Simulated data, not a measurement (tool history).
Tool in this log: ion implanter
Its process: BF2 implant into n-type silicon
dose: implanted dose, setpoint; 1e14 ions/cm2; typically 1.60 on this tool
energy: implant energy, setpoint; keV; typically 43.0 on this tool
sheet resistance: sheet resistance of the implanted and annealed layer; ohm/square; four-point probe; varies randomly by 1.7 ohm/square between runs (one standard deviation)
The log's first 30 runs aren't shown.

| run | hour | dose | energy | wafers since the last listed run | hours since the last dose calibration | hours since the extraction supply was calibrated | hours since the gauge calibration | read-back reference wafer on the same gauge, sheet resistance | sheet resistance |
|---|---|---|---|---|---|---|---|---|---|
|  | 1571.5 | extraction supply calibrated |
| 31 | 1747.2 | 1.60 | 43.0 | 5317 | 879.4 | 175.7 | 681.2 | 444.22 | 570.82 |
| 32 | 1804.4 | 1.98 | 43.0 | 1543 | 936.6 | 232.9 | 738.4 | 444.04 | 480.88 |
| 33 | 1837.1 | 2.06 | 34.0 | 882 | 969.3 | 265.6 | 771.1 | 443.51 | 480.54 |
| 34 | 1894.1 | 1.27 | 43.0 | 1538 | 1026.3 | 322.6 | 828.1 | 444.03 | 688.35 |
|  | 1965.8 | Faraday cup replaced and dose calibrated |
| 35 | 1966.3 | 1.60 | 43.0 | 1732 | 0.5 | 394.8 | 900.3 | 443.98 | 555.83 |
| 36 | 2023.7 | 1.60 | 43.0 | 1549 | 57.9 | 452.2 | 957.7 | 443.80 | 555.76 |
| 37 | 2047.8 | 1.25 | 43.0 | 650 | 82.0 | 476.3 | 981.8 | 443.89 | 675.75 |
| 38 | 2082.3 | 1.20 | 38.5 | 931 | 116.5 | 510.8 | 1016.3 | 443.85 | 711.34 |

Here are 3 independent what-if runs from the current tool condition. What would each one return?
| A | 2082.7 | 1.60 | 53.5 | 10 | 116.9 | 511.2 | 1016.7 | ? | ? |
| B | 2082.7 | 1.78 | 50.0 | 10 | 116.9 | 511.2 | 1016.7 | ? | ? |
| C | 2082.7 | 1.14 | 39.0 | 10 | 116.9 | 511.2 | 1016.7 | ? | ? |

| run | read-back reference wafer on the same gauge, sheet resistance | sheet resistance |
|---|---|---|
| A | 443.68 | 545.36 |
| B | 443.68 | 505.63 |
| C | 443.68 | 739.59 |
Stripped of hidden state, with their random variation kept, the same runs would have yielded:
| run | sheet resistance |
|---|---|
| A | 539.74 |
| B | 500.39 |
| C | 731.92 |

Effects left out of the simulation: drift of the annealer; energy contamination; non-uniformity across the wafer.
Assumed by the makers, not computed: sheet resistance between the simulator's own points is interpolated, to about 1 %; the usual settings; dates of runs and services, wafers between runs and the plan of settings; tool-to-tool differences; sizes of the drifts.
